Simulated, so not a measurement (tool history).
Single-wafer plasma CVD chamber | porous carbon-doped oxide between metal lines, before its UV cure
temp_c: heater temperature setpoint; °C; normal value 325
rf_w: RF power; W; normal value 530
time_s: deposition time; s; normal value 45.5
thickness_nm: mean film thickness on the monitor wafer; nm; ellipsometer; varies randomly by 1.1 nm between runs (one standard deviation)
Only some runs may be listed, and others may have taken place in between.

run	hour	temp_c	rf_w	time_s	read-back reference wafer on the same gauge, thickness_nm	thickness_nm
1	0.0	325	530	43.6	222.088	236.828
2	38.9	325	565	45.5	222.096	261.751
3	138.2	325	530	45.5	221.786	247.010
4	186.5	325	530	45.5	222.069	247.760
5	275.5	325	530	45.5	222.310	247.618
6	375.3	325	530	45.5	222.082	244.326
7	482.3	325	530	45.5	222.057	245.808
8	584.5	325	530	45.5	222.079	245.565
9	671.7	325	530	50.9	222.078	272.366
10	759.9	325	530	50.9	221.787	272.548
# hour 788.5: gauge calibrated
# hour 913.4: RF generator calibrated
11	1026.8	325	530	45.5	222.156	250.656
12	1110.6	325	530	45.5	221.958	249.760
13	1190.8	325	530	45.5	221.854	250.870
# hour 1241.0: showerhead replaced
14	1241.5	325	500	45.5	221.830	236.142
15	1312.9	312	455	45.5	221.985	223.226
16	1400.8	317	495	42.1	221.967	225.223
17	1498.3	325	530	45.5	222.173	247.492
18	1729.3	318	430	45.5	221.919	202.534
# hour 1791.3: thermocouple changed; heater temperature recalibrated
19	1808.5	325	490	45.5	222.322	221.686
20	1852.1	317	530	45.5	221.965	248.820
# hour 1885.7: RF generator calibrated
21	1910.6	325	530	40.5	221.739	220.001
22	2002.3	314	590	40.0	222.095	253.751
23	2104.0	325	530	45.5	222.060	247.291
24	2193.8	332	530	50.5	221.966	263.839
25	2248.1	337	635	40.1	222.042	244.142
26	2351.0	325	530	45.5	222.180	245.379

5 ways to go on from here, each from the tool as it stands after run 26. What would each give?
A	2351.4	325	530	41.2	?	?
B	2351.4	334	445	43.2	?	?
C	2351.4	325	580	45.5	?	?
D	2351.4	320	530	45.5	?	?
E	2351.4	325	625	45.5	?	?

run	read-back reference wafer on the same gauge, thickness_nm	thickness_nm
A	222.203	223.236
B	222.203	185.699
C	222.203	267.718
D	222.203	251.375
E	222.203	286.339
With no hidden state in the tool, these same runs would have given:
run	thickness_nm
A	225.677
B	188.124
C	270.579
D	254.120
E	289.347
